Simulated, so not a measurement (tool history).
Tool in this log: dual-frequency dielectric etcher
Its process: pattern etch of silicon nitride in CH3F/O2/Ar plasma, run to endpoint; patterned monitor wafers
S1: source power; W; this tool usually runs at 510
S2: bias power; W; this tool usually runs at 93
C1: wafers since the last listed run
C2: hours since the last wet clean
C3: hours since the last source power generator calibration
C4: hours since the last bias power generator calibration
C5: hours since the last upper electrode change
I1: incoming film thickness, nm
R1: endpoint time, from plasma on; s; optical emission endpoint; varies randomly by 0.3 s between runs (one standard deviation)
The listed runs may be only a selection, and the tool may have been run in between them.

run 1 hour=0 | S1=510 S2=76 | C1=0 C2=103.7 C3=1127.3 C4=3660.3 C5=1118.8 | I1=46.98 | R1=62.7
run 2 hour=62.9 | S1=510 S2=76 | C1=654 C2=166.6 C3=1190.2 C4=3723.2 C5=1181.7 | I1=46.76 | R1=61.7
run 3 hour=109.9 | S1=460 S2=93 | C1=488 C2=213.6 C3=1237.2 C4=3770.2 C5=1228.7 | I1=46.7 | R1=58.9
run 4 hour=141.2 | S1=460 S2=93 | C1=325 C2=244.9 C3=1268.5 C4=3801.5 C5=1260 | I1=46.57 | R1=58.3
run 5 hour=175.1 | S1=510 S2=93 | C1=352 C2=278.8 C3=1302.4 C4=3835.4 C5=1293.9 | I1=46.92 | R1=57.2
run 6 hour=241.5 | S1=510 S2=93 | C1=690 C2=345.2 C3=1368.8 C4=3901.8 C5=1360.3 | I1=46.79 | R1=56.8
run 7 hour=309.7 | S1=510 S2=93 | C1=709 C2=413.4 C3=1437 C4=3970 C5=1428.5 | I1=46.46 | R1=56.1
-- hour=359.7 wet clean of the chamber
run 8 hour=378.6 | S1=510 S2=93 | C1=466 C2=18.9 C3=1505.9 C4=4038.9 C5=1497.4 | I1=46.61 | R1=58.3
run 9 hour=497.9 | S1=510 S2=93 | C1=1240 C2=138.2 C3=1625.2 C4=4158.2 C5=1616.7 | I1=46.53 | R1=57.1
run 10 hour=550.9 | S1=510 S2=93 | C1=551 C2=191.2 C3=1678.2 C4=4211.2 C5=1669.7 | I1=46.95 | R1=57.8
run 11 hour=620.4 | S1=510 S2=93 | C1=722 C2=260.7 C3=1747.7 C4=4280.7 C5=1739.2 | I1=46.59 | R1=56.7
run 12 hour=648.6 | S1=540 S2=93 | C1=293 C2=288.9 C3=1775.9 C4=4308.9 C5=1767.4 | I1=46.23 | R1=55
run 13 hour=696.2 | S1=540 S2=93 | C1=495 C2=336.5 C3=1823.5 C4=4356.5 C5=1815 | I1=46.92 | R1=55.8
run 14 hour=720.6 | S1=510 S2=93 | C1=253 C2=360.9 C3=1847.9 C4=4380.9 C5=1839.4 | I1=46.99 | R1=57.3
run 15 hour=790 | S1=510 S2=110 | C1=721 C2=430.3 C3=1917.3 C4=4450.3 C5=1908.8 | I1=46.55 | R1=52.9
run 16 hour=826.3 | S1=510 S2=110 | C1=377 C2=466.6 C3=1953.6 C4=4486.6 C5=1945.1 | I1=46.45 | R1=52.6
-- hour=860.4 wet clean of the chamber
run 17 hour=860.9 | S1=510 S2=110 | C1=110 C2=0.5 C3=1988.2 C4=4521.2 C5=1979.7 | I1=46.65 | R1=55
run 18 hour=923.2 | S1=570 S2=73 | C1=647 C2=62.8 C3=2050.5 C4=4583.5 C5=2042 | I1=47.23 | R1=61.2
run 19 hour=989 | S1=420 S2=104 | C1=684 C2=128.6 C3=2116.3 C4=4649.3 C5=2107.8 | I1=46.57 | R1=59
run 20 hour=1045.8 | S1=470 S2=76 | C1=590 C2=185.4 C3=2173.1 C4=4706.1 C5=2164.6 | I1=46.47 | R1=62.7
-- hour=1082.1 bias power generator calibrated
run 21 hour=1092.1 | S1=400 S2=100 | C1=439 C2=231.7 C3=2219.4 C4=10 C5=2210.9 | I1=46.83 | R1=60.3
run 22 hour=1126.7 | S1=610 S2=100 | C1=359 C2=266.3 C3=2254 C4=44.6 C5=2245.5 | I1=46.65 | R1=52.4
run 23 hour=1224 | S1=540 S2=85 | C1=1011 C2=363.6 C3=2351.3 C4=141.9 C5=2342.8 | I1=47 | R1=57.9
-- hour=1262.6 upper electrode replaced
run 24 hour=1263.1 | S1=640 S2=116 | C1=157 C2=402.7 C3=2390.4 C4=181 C5=0.5 | I1=46.68 | R1=48.3
-- hour=1283.4 source power generator calibrated
-- hour=1323.5 wet clean of the chamber
run 25 hour=1324.3 | S1=620 S2=108 | C1=345 C2=0.8 C3=40.9 C4=242.2 C5=61.7 | I1=46.71 | R1=51.5
run 26 hour=1379.8 | S1=510 S2=93 | C1=577 C2=56.3 C3=96.4 C4=297.7 C5=117.2 | I1=46.63 | R1=57.7
run 27 hour=1446.5 | S1=510 S2=86 | C1=693 C2=123 C3=163.1 C4=364.4 C5=183.9 | I1=46.9 | R1=58.9
run 28 hour=1507.7 | S1=510 S2=93 | C1=636 C2=184.2 C3=224.3 C4=425.6 C5=245.1 | I1=46.85 | R1=57.9
run 29 hour=1551.7 | S1=460 S2=115 | C1=457 C2=228.2 C3=268.3 C4=469.6 C5=289.1 | I1=47.21 | R1=55.2
run 30 hour=1595 | S1=410 S2=77 | C1=450 C2=271.5 C3=311.6 C4=512.9 C5=332.4 | I1=46.49 | R1=64.2
run 31 hour=1634.8 | S1=510 S2=107 | C1=413 C2=311.3 C3=351.4 C4=552.7 C5=372.2 | I1=46.77 | R1=54.3
run 32 hour=1677.6 | S1=510 S2=93 | C1=445 C2=354.1 C3=394.2 C4=595.5 C5=415 | I1=46.79 | R1=56.4
run 33 hour=1722.5 | S1=390 S2=112 | C1=466 C2=399 C3=439.1 C4=640.4 C5=459.9 | I1=46.83 | R1=57.6
run 34 hour=1748.1 | S1=590 S2=81 | C1=266 C2=424.6 C3=464.7 C4=666 C5=485.5 | I1=47.36 | R1=57.4

Here are 3 independent what-if runs from the current tool condition. What would each one return?
run A hour=1748.5 | S1=610 S2=93 | C1=4 C2=425 C3=465.1 C4=666.4 C5=485.9 | I1=46.41 | R1=?
run B hour=1748.5 | S1=450 S2=103 | C1=4 C2=425 C3=465.1 C4=666.4 C5=485.9 | I1=46.41 | R1=?
run C hour=1748.5 | S1=600 S2=76 | C1=4 C2=425 C3=465.1 C4=666.4 C5=485.9 | I1=46.41 | R1=?

run=A R1=52.6
run=B R1=55.8
run=C R1=56.6
Without the tool's hidden state the same runs would have given:
run=A R1=54.4
run=B R1=57.7
run=C R1=58.5
